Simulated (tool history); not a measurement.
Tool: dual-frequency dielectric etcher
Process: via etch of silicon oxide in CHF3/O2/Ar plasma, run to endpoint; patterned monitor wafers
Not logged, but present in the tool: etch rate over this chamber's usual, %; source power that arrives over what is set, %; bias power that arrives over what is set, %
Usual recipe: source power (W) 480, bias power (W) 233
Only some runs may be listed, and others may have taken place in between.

run     day  source power (W)  bias power (W)  wafers since the last listed run  hours since the last wet clean  hours since the last source power generator calibration  hours since the last bias power generator calibration  hours since the last upper electrode change  incoming incoming film thickness, nm  endpoint time (s)
  1   0.000               480             233                                 0                           223.5                                                   1531.2                                                 4464.9                                       2108.0                                 599.0              279.5
  2   2.750               480             233                               267                           289.5                                                   1597.2                                                 4530.9                                       2174.0                                 594.9              278.4
  3   4.225               480             233                               143                           324.9                                                   1632.6                                                 4566.3                                       2209.4                                 603.0              281.9
  4   6.600               480             233                               231                           381.9                                                   1689.6                                                 4623.3                                       2266.4                                 595.9              281.2
  5   9.467               480             233                               279                           450.7                                                   1758.4                                                 4692.1                                       2335.2                                 601.1              283.4
  6  11.117               480             233                               160                           490.3                                                   1798.0                                                 4731.7                                       2374.8                                 597.5              284.9
     12.188  -- wet clean of the chamber
     12.583  -- bias power generator calibrated
  7  14.112               510             268                               178                            46.2                                                   1869.9                                                   36.7                                       2446.7                                 595.3              256.7
     15.288  -- upper electrode replaced
  8  17.000               480             233                               183                           115.5                                                   1939.2                                                  106.0                                         41.1                                 597.7              280.5
  9  18.562               400             277                               152                           153.0                                                   1976.7                                                  143.5                                         78.6                                 603.0              277.0
 10  20.662               570             218                               204                           203.4                                                   2027.1                                                  193.9                                        129.0                                 593.5              272.2
 11  23.454               480             233                               271                           270.4                                                   2094.1                                                  260.9                                        196.0                                 599.6              283.8
 12  25.488               420             233                               197                           319.2                                                   2142.9                                                  309.7                                        244.8                                 598.2              295.5
     25.754  -- source power generator calibrated
 13  26.642               480             233                                96                           346.9                                                     21.3                                                  337.4                                        272.5                                 598.7              283.9
 14  29.333               440             194                               261                           411.5                                                     85.9                                                  402.0                                        337.1                                 598.7              315.8
 15  32.038               480             233                               263                           476.4                                                    150.8                                                  466.9                                        402.0                                 600.3              285.7
 16  33.412               430             183                               133                           509.4                                                    183.8                                                  499.9                                        435.0                                 601.6              327.4

Each row is a separate what-if for the run after 16, all from the same tool condition, not one after another. Results?
  A  33.433               480             195                                 2                           509.9                                                    184.3                                                  500.4                                        435.5                                 590.6                  ?
  B  33.433               590             291                                 2                           509.9                                                    184.3                                                  500.4                                        435.5                                 590.6                  ?
  C  33.433               540             259                                 2                           509.9                                                    184.3                                                  500.4                                        435.5                                 590.6                  ?
  D  33.433               400             255                                 2                           509.9                                                    184.3                                                  500.4                                        435.5                                 590.6                  ?

run  endpoint time (s)
  A              305.7
  B              241.6
  C              261.0
  D              287.2
Take away the tool's hidden state, keep each run's random variation, and the runs would have read:
run  endpoint time (s)
  A              296.5
  B              234.4
  C              253.2
  D              278.6
